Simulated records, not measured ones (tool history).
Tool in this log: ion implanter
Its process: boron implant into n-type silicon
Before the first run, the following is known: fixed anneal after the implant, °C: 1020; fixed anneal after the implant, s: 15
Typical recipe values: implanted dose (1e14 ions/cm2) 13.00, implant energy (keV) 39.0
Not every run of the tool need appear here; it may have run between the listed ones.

run    hour  implanted dose (1e14 ions/cm2)  implant energy (keV)  wafers since the last listed run  hours since the last dose calibration  hours since the extraction supply was calibrated  hours since the gauge calibration  read-back reference wafer on the same gauge, sheet resistance  sheet resistance of the implanted and annealed layer (ohm/square)
  1     0.0                           13.00                  39.0                                 0                                  214.1                                            2845.5                             1021.9                                                         110.09                                                              96.89
       20.5  -- gauge calibrated
  2    57.0                           13.00                  39.0                               920                                  271.1                                            2902.5                               36.5                                                         110.08                                                              96.85
  3   159.2                           13.00                  34.0                              1650                                  373.3                                            3004.7                              138.7                                                         110.13                                                              97.69
  4   263.1                           13.00                  34.0                              1678                                  477.2                                            3108.6                              242.6                                                         110.11                                                              97.96
  5   308.6                           13.00                  39.0                               734                                  522.7                                            3154.1                              288.1                                                         110.12                                                              96.78
  6   363.6                           13.00                  42.5                               888                                  577.7                                            3209.1                              343.1                                                         110.10                                                              96.59
  7   411.2                           13.00                  42.5                               768                                  625.3                                            3256.7                              390.7                                                         110.12                                                              96.47
  8   452.7                           13.00                  45.0                               670                                  666.8                                            3298.2                              432.2                                                         110.09                                                              96.43
  9   496.8                           10.50                  39.0                               712                                  710.9                                            3342.3                              476.3                                                         110.06                                                             115.93
      563.1  -- extraction supply calibrated
 10   577.5                           10.50                  39.0                              1174                                  791.6                                              14.4                              557.0                                                         110.07                                                             115.78
 11   622.2                           10.50                  39.0                               722                                  836.3                                              59.1                              601.7                                                         110.06                                                             115.98
 12   717.3                            9.88                  32.0                              1536                                  931.4                                             154.2                              696.8                                                         110.15                                                             123.27
 13   802.6                           10.17                  25.5                              1377                                 1016.7                                             239.5                              782.1                                                         110.20                                                             122.29
 14   904.2                           14.10                  39.0                              1641                                 1118.3                                             341.1                              883.7                                                         110.00                                                              90.95
 15   994.2                           15.70                  52.0                              1453                                 1208.3                                             431.1                              973.7                                                         110.05                                                              81.75
 16  1062.4                           15.93                  26.0                              1101                                 1276.5                                             499.3                             1041.9                                                         110.18                                                              85.59
     1071.2  -- Faraday cup replaced and dose calibrated
 17  1116.6                           11.59                  39.0                               746                                   45.4                                             553.5                             1096.1                                                         110.14                                                             106.47
     1128.7  -- gauge calibrated
 18  1155.2                           14.49                  48.5                               623                                   84.0                                             592.1                               26.5                                                         110.11                                                              87.14
 19  1249.5                            9.99                  43.5                              1523                                  178.3                                             686.4                              120.8                                                         110.11                                                             119.31
 20  1353.5                           12.01                  34.0                              1679                                  282.3                                             790.4                              224.8                                                         110.17                                                             104.18
 21  1436.4                           15.28                  50.5                              1339                                  365.2                                             873.3                              307.7                                                         110.09                                                              83.16
 22  1541.5                           13.00                  39.0                              1697                                  470.3                                             978.4                              412.8                                                         110.08                                                              96.93
 23  1585.7                           14.90                  39.0                               713                                  514.5                                            1022.6                              457.0                                                         110.14                                                              86.80
 24  1682.6                           12.01                  34.0                              1565                                  611.4                                            1119.5                              553.9                                                         110.18                                                             104.39

Forecast each of these 5 alternatives for the next run:
  A  1683.0                           13.00                  39.0                                 6                                  611.8                                            1119.9                              554.3                                                              ?                                                                  ?
  B  1683.0                           16.15                  51.0                                 6                                  611.8                                            1119.9                              554.3                                                              ?                                                                  ?
  C  1683.0                           11.24                  49.0                                 6                                  611.8                                            1119.9                              554.3                                                              ?                                                                  ?
  D  1683.0                           15.61                  34.0                                 6                                  611.8                                            1119.9                              554.3                                                              ?                                                                  ?
  E  1683.0                           11.51                  46.5                                 6                                  611.8                                            1119.9                              554.3                                                              ?                                                                  ?

run  read-back reference wafer on the same gauge, sheet resistance  sheet resistance of the implanted and annealed layer (ohm/square)
  A                                                         110.07                                                              96.91
  B                                                         110.07                                                              79.34
  C                                                         110.07                                                             107.81
  D                                                         110.07                                                              84.20
  E                                                         110.07                                                             106.08
With the hidden condition removed and each run's random variation left untouched, the same runs would have given:
run  sheet resistance of the implanted and annealed layer (ohm/square)
  A                                                              96.28
  B                                                              78.82
  C                                                             107.11
  D                                                              83.67
  E                                                             105.40
